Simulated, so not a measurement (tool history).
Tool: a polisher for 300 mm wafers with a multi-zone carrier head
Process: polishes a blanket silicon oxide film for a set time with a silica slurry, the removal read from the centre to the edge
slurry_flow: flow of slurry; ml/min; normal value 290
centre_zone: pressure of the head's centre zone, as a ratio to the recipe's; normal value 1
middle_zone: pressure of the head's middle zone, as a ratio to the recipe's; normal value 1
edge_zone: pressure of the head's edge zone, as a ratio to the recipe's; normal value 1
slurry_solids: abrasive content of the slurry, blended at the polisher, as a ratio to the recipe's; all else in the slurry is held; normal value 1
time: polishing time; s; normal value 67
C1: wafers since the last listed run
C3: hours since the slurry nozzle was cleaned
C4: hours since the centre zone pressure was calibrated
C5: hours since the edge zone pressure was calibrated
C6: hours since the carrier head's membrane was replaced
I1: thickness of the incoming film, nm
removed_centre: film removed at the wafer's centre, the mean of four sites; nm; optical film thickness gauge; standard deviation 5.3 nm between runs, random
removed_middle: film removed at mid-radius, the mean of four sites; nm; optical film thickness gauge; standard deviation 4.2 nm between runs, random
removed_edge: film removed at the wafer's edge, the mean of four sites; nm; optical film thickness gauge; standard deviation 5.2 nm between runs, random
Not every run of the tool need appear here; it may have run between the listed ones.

Run 1, hour 0: usual settings but middle_zone 0.95; C1 0; wafers polished on this pad 2287; C3 30.3; C4 308.7; C5 162.4; C6 255.8; I1 1418.5. Result: removed_centre 335.2 nm, removed_middle 345.8 nm, removed_edge 391.8 nm.
Run 2, hour 80.8: usual settings; C1 614; wafers polished on this pad 2901; C3 111.1; C4 389.5; C5 243.2; C6 336.6; I1 1415.5. Result: removed_centre 334.5 nm, removed_middle 374.5 nm, removed_edge 382.9 nm.
Run 3, hour 169.9: usual settings but centre_zone 0.94; C1 677; wafers polished on this pad 3579; C3 200.2; C4 478.6; C5 332.3; C6 425.7; I1 1410.2. Result: removed_centre 312.7 nm, removed_middle 371.6 nm, removed_edge 389.6 nm.
Run 4, hour 214.9: usual settings; C1 342; wafers polished on this pad 3921; C3 245.2; C4 523.6; C5 377.3; C6 470.7; I1 1403.7. Result: removed_centre 326.1 nm, removed_middle 366.9 nm, removed_edge 381.3 nm.
At hour 289: centre zone pressure recalibrated.
Run 5, hour 296.3: usual settings but slurry_flow 365 ml/min, centre_zone 1.11, middle_zone 1.09, time 54 s; C1 604; wafers polished on this pad 4525; C3 326.6; C4 7.3; C5 458.7; C6 552.1; I1 1422.1. Result: removed_centre 351.7 nm, removed_middle 325.4 nm, removed_edge 314.9 nm.
Run 6, hour 334.3: usual settings but slurry_flow 325 ml/min; C1 289; wafers polished on this pad 4815; C3 364.6; C4 45.3; C5 496.7; C6 590.1; I1 1404.2. Result: removed_centre 378.2 nm, removed_middle 377.7 nm, removed_edge 389.9 nm.
At hour 378.4: worn pad replaced by a new one.
Run 7, hour 431.9: usual settings but slurry_solids 0.75, time 50 s; C1 712; wafers polished on this pad 407; C3 462.2; C4 142.9; C5 594.3; C6 687.7; I1 1436.6. Result: removed_centre 235.1 nm, removed_middle 236.9 nm, removed_edge 243.7 nm.
Run 8, hour 476.1: usual settings but slurry_flow 220 ml/min, middle_zone 1.05, edge_zone 0.91; C1 336; wafers polished on this pad 743; C3 506.4; C4 187.1; C5 638.5; C6 731.9; I1 1417.8. Result: removed_centre 358.7 nm, removed_middle 377.4 nm, removed_edge 357.6 nm.
At hour 662.3: carrier head's membrane replaced by a new one.
At hour 745.1: slurry nozzle cleaned.
Run 9, hour 793: usual settings but centre_zone 1.07, edge_zone 0.94; C1 2365; wafers polished on this pad 3108; C3 47.9; C4 504; C5 955.4; C6 130.7; I1 1406.5. Result: removed_centre 368.2 nm, removed_middle 377.5 nm, removed_edge 381.6 nm.
At hour 819.2: centre zone pressure recalibrated.
Run 10, hour 898.1: usual settings; C1 784; wafers polished on this pad 3892; C3 153; C4 78.9; C5 1060.5; C6 235.8; I1 1413. Result: removed_centre 362 nm, removed_middle 368.1 nm, removed_edge 390.8 nm.
Run 11, hour 935.7: usual settings but time 49 s; C1 286; wafers polished on this pad 4178; C3 190.6; C4 116.5; C5 1098.1; C6 273.4; I1 1397.3. Result: removed_centre 262.4 nm, removed_middle 262.3 nm, removed_edge 279.9 nm.
At hour 943.2: worn pad replaced by a new one.
At hour 1003: edge zone pressure recalibrated.
Run 12, hour 1163.7: usual settings but time 54 s; C1 1688; wafers polished on this pad 1662; C3 418.6; C4 344.5; C5 160.7; C6 501.4; I1 1385.7. Result: removed_centre 269.5 nm, removed_middle 302.6 nm, removed_edge 310.4 nm.
Run 13, hour 1234.5: usual settings; C1 538; wafers polished on this pad 2200; C3 489.4; C4 415.3; C5 231.5; C6 572.2; I1 1379.9. Result: removed_centre 334.1 nm, removed_middle 372.3 nm, removed_edge 380.2 nm.
Run 14, hour 1272.2: usual settings but middle_zone 1.12; C1 286; wafers polished on this pad 2487; C3 527.1; C4 453; C5 269.2; C6 609.9; I1 1428.3. Result: removed_centre 330.2 nm, removed_middle 399.5 nm, removed_edge 384 nm.
Run 15, hour 1332.6: usual settings but edge_zone 1.08, slurry_solids 0.8; C1 459; wafers polished on this pad 2946; C3 587.5; C4 513.4; C5 329.6; C6 670.3; I1 1423.9. Result: removed_centre 283.2 nm, removed_middle 329.6 nm, removed_edge 350.7 nm.
At hour 1337.1: centre zone pressure recalibrated.
Run 16, hour 1423.7: usual settings but centre_zone 1.03, time 84 s; C1 677; wafers polished on this pad 3624; C3 678.6; C4 86.6; C5 420.7; C6 761.4; I1 1409.7. Result: removed_centre 470.8 nm, removed_middle 469.1 nm, removed_edge 482.6 nm.
At hour 1482.9: worn pad replaced by a new one.
At hour 1483.1: slurry nozzle cleaned.
Run 17, hour 1505.9: usual settings but slurry_solids 0.85, time 60 s; C1 593; wafers polished on this pad 173; C3 22.8; C4 168.8; C5 502.9; C6 843.6; I1 1423.1. Result: removed_centre 302.4 nm, removed_middle 299.1 nm, removed_edge 315.1 nm.
Run 18, hour 1586.2: usual settings but middle_zone 0.91, edge_zone 1.1; C1 610; wafers polished on this pad 784; C3 103.1; C4 249.1; C5 583.2; C6 923.9; I1 1385.2. Result: removed_centre 356.5 nm, removed_middle 339.9 nm, removed_edge 400.1 nm.
At hour 1603.1: carrier head's membrane replaced by a new one.
Run 19, hour 1622.9: usual settings; C1 241; wafers polished on this pad 1025; C3 139.8; C4 285.8; C5 619.9; C6 19.8; I1 1422. Result: removed_centre 348.9 nm, removed_middle 368.5 nm, removed_edge 382.8 nm.
Run 20, hour 1661.3: usual settings but slurry_flow 330 ml/min, edge_zone 1.06, slurry_solids 1.25, time 88 s; C1 292; wafers polished on this pad 1317; C3 178.2; C4 324.2; C5 658.3; C6 58.2; I1 1422.3. Result: removed_centre 519.7 nm, removed_middle 546.5 nm, removed_edge 584.2 nm.
Run 21, hour 1720: usual settings; C1 446; wafers polished on this pad 1764; C3 236.9; C4 382.9; C5 717; C6 116.9; I1 1404.8. Result: removed_centre 342.3 nm, removed_middle 362.6 nm, removed_edge 388.6 nm.

Some steps in removed_centre between neighbouring runs. How much of each would the tool show without its hidden state too (settings, what came in, random variation), and how much is left for the hidden state, with any gauge scatter that isn't in both results?
Hidden state present: removal rate lost through wear of the pad, %; slurry flow missing at the pad, %; deviation of the centre zone's pressure from its setpoint, %; deviation of the edge zone's pressure from its setpoint, %.
Run 4 -> 5: slurry_flow 290 -> 365, centre_zone 1 -> 1.11, middle_zone 1 -> 1.09, time 67 -> 54, centre zone pressure recalibrated. removed_centre +25.6 nm: hidden state +62.8, all else -37.2.
Run 15 -> 16: centre_zone 1 -> 1.03, edge_zone 1.08 -> 1, slurry_solids 0.8 -> 1, time 67 -> 84, centre zone pressure recalibrated. removed_centre +187.6 nm: hidden state +26.6, all else +161.
Run 20 -> 21: slurry_flow 330 -> 290, edge_zone 1.06 -> 1, slurry_solids 1.25 -> 1, time 88 -> 67. removed_centre -177.4 nm: hidden state +10.1, all else -187.5.

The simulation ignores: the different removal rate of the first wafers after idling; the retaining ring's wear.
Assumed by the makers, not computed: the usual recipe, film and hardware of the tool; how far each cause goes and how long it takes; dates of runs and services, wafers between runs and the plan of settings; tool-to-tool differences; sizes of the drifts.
